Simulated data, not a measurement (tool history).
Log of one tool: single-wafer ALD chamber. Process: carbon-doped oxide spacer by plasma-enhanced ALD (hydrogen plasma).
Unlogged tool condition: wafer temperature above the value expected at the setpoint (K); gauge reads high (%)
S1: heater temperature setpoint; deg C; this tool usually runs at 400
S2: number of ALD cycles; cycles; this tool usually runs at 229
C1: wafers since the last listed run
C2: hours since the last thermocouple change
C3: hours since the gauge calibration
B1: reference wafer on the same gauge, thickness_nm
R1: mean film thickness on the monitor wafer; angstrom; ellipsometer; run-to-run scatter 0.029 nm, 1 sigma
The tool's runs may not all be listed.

Run 1, day 0.000: usual settings; C1 0; C2 1677.2; C3 382.8; B1 11.790. Result: R1 115.07 angstrom.
Run 2, day 0.933: usual settings; C1 37; C2 1699.6; C3 405.2; B1 11.803. Result: R1 115.79 angstrom.
At day 1.350: gauge calibrated.
Run 3, day 1.967: usual settings; C1 41; C2 1724.4; C3 14.8; B1 11.800. Result: R1 116.12 angstrom.
Run 4, day 3.642: usual settings; C1 68; C2 1764.6; C3 55.0; B1 11.807. Result: R1 115.56 angstrom.
Run 5, day 5.008: usual settings; C1 55; C2 1797.4; C3 87.8; B1 11.797. Result: R1 115.79 angstrom.
Run 6, day 5.712: usual settings but S2 248 cycles; C1 28; C2 1814.3; C3 104.7; B1 11.812. Result: R1 125.63 angstrom.
Run 7, day 7.008: usual settings but S2 248 cycles; C1 52; C2 1845.4; C3 135.8; B1 11.802. Result: R1 125.07 angstrom.
Run 8, day 8.154: usual settings but S2 248 cycles; C1 46; C2 1872.9; C3 163.3; B1 11.794. Result: R1 125.44 angstrom.
Run 9, day 9.096: usual settings but S1 390 deg C; C1 38; C2 1895.5; C3 185.9; B1 11.798. Result: R1 115.53 angstrom.
Run 10, day 9.838: usual settings but S1 390 deg C; C1 30; C2 1913.3; C3 203.7; B1 11.804. Result: R1 115.48 angstrom.
Run 11, day 10.667: usual settings but S1 390 deg C; C1 33; C2 1933.2; C3 223.6; B1 11.793. Result: R1 115.78 angstrom.
Run 12, day 11.929: usual settings; C1 51; C2 1963.5; C3 253.9; B1 11.803. Result: R1 115.40 angstrom.
Run 13, day 12.975: usual settings; C1 42; C2 1988.6; C3 279.0; B1 11.796. Result: R1 115.27 angstrom.
Run 14, day 14.212: usual settings; C1 50; C2 2018.3; C3 308.7; B1 11.805. Result: R1 115.85 angstrom.
Run 15, day 14.779: usual settings; C1 23; C2 2031.9; C3 322.3; B1 11.803. Result: R1 115.51 angstrom.
Run 16, day 16.167: usual settings; C1 56; C2 2065.2; C3 355.6; B1 11.797. Result: R1 115.77 angstrom.
Run 17, day 17.583: usual settings but S2 191 cycles; C1 57; C2 2099.2; C3 389.6; B1 11.801. Result: R1 96.48 angstrom.

Run 18, settings as shown, results not yet in. Your forecast:
Run 18, day 18.775: usual settings but S1 396 deg C, S2 265 cycles; C1 48; C2 2127.8; C3 418.2; B1 ?. Result: R1 ?.

Run 18 produced B1 11.800, R1 133.58 angstrom.
Take away the tool's hidden state, keep the run-to-run variation as it was, and the same run would have given R1 133.58 angstrom.
